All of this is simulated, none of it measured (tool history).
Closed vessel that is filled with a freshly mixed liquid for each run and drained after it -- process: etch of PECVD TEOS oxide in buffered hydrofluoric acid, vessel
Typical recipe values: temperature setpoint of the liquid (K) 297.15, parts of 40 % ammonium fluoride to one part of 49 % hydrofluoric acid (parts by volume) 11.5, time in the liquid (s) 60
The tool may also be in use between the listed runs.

run	hour	temperature setpoint of the liquid (K)	parts of 40 % ammonium fluoride to one part of 49 % hydrofluoric acid (parts by volume)	time in the liquid (s)	wafers since the last listed run	hours since the thermometer was replaced	hours since the hydrofluoric acid flow meter was replaced	hours since the gauge calibration	read-back film thickness of the PECVD TEOS oxide reference wafer, read on the same gauge (nm)	thickness taken off the PECVD TEOS oxide on a monitor wafer (angstrom)
1	0	297.15	11.5	60	0	651.2	1514	711	60	1617.1
2	46.6	297.15	10.5	60	3396	697.8	1560.6	757.6	60.05	1748.7
3	156.6	297.15	11.5	75	8016	807.8	1670.6	867.6	59.98	2039.7
4	219	297.15	11.5	60	4547	870.2	1733	930	60.01	1628.1
5	246.2	297.15	11.5	60	1982	897.4	1760.2	957.2	60.01	1632.7
6	311.2	297.15	11.5	60	4737	962.4	1825.2	1022.2	59.97	1641.7
7	338.6	293.15	11.5	60	1996	989.8	1852.6	1049.6	60	1327.6
8	415.8	293.15	11.5	60	5626	1067	1929.8	1126.8	60.02	1324.5
9	471.9	297.15	11.5	60	4088	1123.1	1985.9	1182.9	59.99	1660.5
10	523.5	297.15	11.5	60	3760	1174.7	2037.5	1234.5	59.99	1668.6
11	566.2	297.15	11.5	35	3111	1217.4	2080.2	1277.2	60	979.3
# hour 605: thermometer replaced
# hour 621.4: gauge calibrated
# hour 675.6: hydrofluoric acid flow meter replaced
12	733.9	294.65	8	40	12076	128.9	58.3	112.5	59.98	1199.2
13	768.4	294.15	14.5	90	2514	163.4	92.8	147	60.02	1515
14	804.1	301.65	11.5	60	2601	199.1	128.5	182.7	60.03	1898.1
15	833	297.15	11.5	75	2106	228	157.4	211.6	59.97	1873.1
16	864.7	301.65	14.5	45	2310	259.7	189.1	243.3	60.02	1140.8
17	921	297.15	9	60	4103	316	245.4	299.6	60	1853.8
18	951.8	297.15	11.5	30	2244	346.8	276.2	330.4	60.03	754.2
19	991.4	297.15	11.5	85	2886	386.4	315.8	370	60.02	2141.6
20	1030.9	294.65	8	40	2878	425.9	355.3	409.5	60.04	1232.2
21	1089.2	297.15	11.5	60	4248	484.2	413.6	467.8	60	1519.2
22	1133.1	297.15	15	60	3199	528.1	457.5	511.7	59.98	1177.4

Consider 5 possible next runs. They are alternatives, not a sequence: every one starts from the tool as it was left by run 22. What does each give?
A	1133.8	297.15	11.5	60	51	528.8	458.2	512.4	?	?
B	1133.8	297.15	16	60	51	528.8	458.2	512.4	?	?
C	1133.8	297.15	9.5	60	51	528.8	458.2	512.4	?	?
D	1133.8	295.65	11.5	30	51	528.8	458.2	512.4	?	?
E	1133.8	300.15	10	60	51	528.8	458.2	512.4	?	?

run	read-back film thickness of the PECVD TEOS oxide reference wafer, read on the same gauge (nm)	thickness taken off the PECVD TEOS oxide on a monitor wafer (angstrom)
A	60	1524.6
B	60	1103.2
C	60	1792
D	60	702.3
E	60	2039.5
Had the tool no hidden state, the same runs would have come out as:
run	thickness taken off the PECVD TEOS oxide on a monitor wafer (angstrom)
A	1470.5
B	1063.8
C	1740.3
D	677.2
E	1981.2

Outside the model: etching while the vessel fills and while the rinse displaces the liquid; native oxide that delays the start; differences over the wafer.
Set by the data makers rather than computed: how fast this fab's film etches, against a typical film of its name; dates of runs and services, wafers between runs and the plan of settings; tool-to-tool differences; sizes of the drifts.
